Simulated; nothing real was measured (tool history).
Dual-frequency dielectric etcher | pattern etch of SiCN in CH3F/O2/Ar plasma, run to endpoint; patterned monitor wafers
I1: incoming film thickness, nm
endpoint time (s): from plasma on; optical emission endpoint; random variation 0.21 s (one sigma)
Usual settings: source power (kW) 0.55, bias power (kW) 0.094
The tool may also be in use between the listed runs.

run 1 day=0 | source_power_(kW)=0.55 bias_power_(kW)=0.094 | I1=10.92 | endpoint_time_(s)=26.9
run 2 day=0.567 | source_power_(kW)=0.55 bias_power_(kW)=0.094 | I1=10.86 | endpoint_time_(s)=27
run 3 day=1.196 | source_power_(kW)=0.55 bias_power_(kW)=0.094 | I1=10.93 | endpoint_time_(s)=27
run 4 day=1.696 | source_power_(kW)=0.55 bias_power_(kW)=0.094 | I1=11.05 | endpoint_time_(s)=27.5
run 5 day=1.946 | source_power_(kW)=0.55 bias_power_(kW)=0.094 | I1=10.9 | endpoint_time_(s)=27.3
-- day=2.588 source power generator calibrated
-- day=4.15 upper electrode replaced
run 6 day=4.171 | source_power_(kW)=0.55 bias_power_(kW)=0.094 | I1=10.87 | endpoint_time_(s)=27
run 7 day=4.692 | source_power_(kW)=0.55 bias_power_(kW)=0.094 | I1=10.95 | endpoint_time_(s)=27.1
run 8 day=5.225 | source_power_(kW)=0.55 bias_power_(kW)=0.094 | I1=10.93 | endpoint_time_(s)=27.4
run 9 day=5.5 | source_power_(kW)=0.55 bias_power_(kW)=0.106 | I1=10.89 | endpoint_time_(s)=26.9
run 10 day=5.862 | source_power_(kW)=0.55 bias_power_(kW)=0.106 | I1=10.92 | endpoint_time_(s)=26.9
run 11 day=6.262 | source_power_(kW)=0.64 bias_power_(kW)=0.094 | I1=10.82 | endpoint_time_(s)=26.1
run 12 day=6.846 | source_power_(kW)=0.55 bias_power_(kW)=0.094 | I1=10.91 | endpoint_time_(s)=27.7
run 13 day=7.392 | source_power_(kW)=0.55 bias_power_(kW)=0.094 | I1=10.88 | endpoint_time_(s)=26.8
run 14 day=8.075 | source_power_(kW)=0.45 bias_power_(kW)=0.086 | I1=10.95 | endpoint_time_(s)=29.5
run 15 day=8.492 | source_power_(kW)=0.45 bias_power_(kW)=0.076 | I1=10.94 | endpoint_time_(s)=30.5
-- day=10.054 wet clean of the chamber
run 16 day=10.075 | source_power_(kW)=0.48 bias_power_(kW)=0.112 | I1=10.77 | endpoint_time_(s)=25.7
run 17 day=10.088 | source_power_(kW)=0.55 bias_power_(kW)=0.094 | I1=10.95 | endpoint_time_(s)=25.9
run 18 day=10.104 | source_power_(kW)=0.55 bias_power_(kW)=0.094 | I1=10.87 | endpoint_time_(s)=25.5
run 19 day=10.133 | source_power_(kW)=0.55 bias_power_(kW)=0.094 | I1=10.87 | endpoint_time_(s)=25.5
run 20 day=10.704 | source_power_(kW)=0.63 bias_power_(kW)=0.102 | I1=10.88 | endpoint_time_(s)=23.8
run 21 day=11.021 | source_power_(kW)=0.55 bias_power_(kW)=0.094 | I1=10.93 | endpoint_time_(s)=25.4
-- day=11.425 bias power generator calibrated
run 22 day=11.446 | source_power_(kW)=0.55 bias_power_(kW)=0.116 | I1=10.89 | endpoint_time_(s)=24.7
run 23 day=11.896 | source_power_(kW)=0.55 bias_power_(kW)=0.074 | I1=10.92 | endpoint_time_(s)=27.1
run 24 day=12.417 | source_power_(kW)=0.55 bias_power_(kW)=0.082 | I1=10.81 | endpoint_time_(s)=26
run 25 day=12.771 | source_power_(kW)=0.47 bias_power_(kW)=0.111 | I1=10.93 | endpoint_time_(s)=26.5
run 26 day=13.479 | source_power_(kW)=0.65 bias_power_(kW)=0.071 | I1=10.8 | endpoint_time_(s)=25.7
run 27 day=13.821 | source_power_(kW)=0.42 bias_power_(kW)=0.103 | I1=10.84 | endpoint_time_(s)=28.1
run 28 day=14.125 | source_power_(kW)=0.55 bias_power_(kW)=0.094 | I1=10.91 | endpoint_time_(s)=25.7
run 29 day=14.875 | source_power_(kW)=0.68 bias_power_(kW)=0.076 | I1=10.98 | endpoint_time_(s)=25.6
run 30 day=15.612 | source_power_(kW)=0.45 bias_power_(kW)=0.094 | I1=10.97 | endpoint_time_(s)=27.7
run 31 day=16.071 | source_power_(kW)=0.55 bias_power_(kW)=0.101 | I1=10.8 | endpoint_time_(s)=25.6

Run 32 comes next. What will it give?
run 32 day=16.725 | source_power_(kW)=0.47 bias_power_(kW)=0.085 | I1=10.82 | endpoint_time_(s)=?

endpoint time (s): 27.4
Without the tool's hidden state the same run would have given endpoint time (s) 26.9.

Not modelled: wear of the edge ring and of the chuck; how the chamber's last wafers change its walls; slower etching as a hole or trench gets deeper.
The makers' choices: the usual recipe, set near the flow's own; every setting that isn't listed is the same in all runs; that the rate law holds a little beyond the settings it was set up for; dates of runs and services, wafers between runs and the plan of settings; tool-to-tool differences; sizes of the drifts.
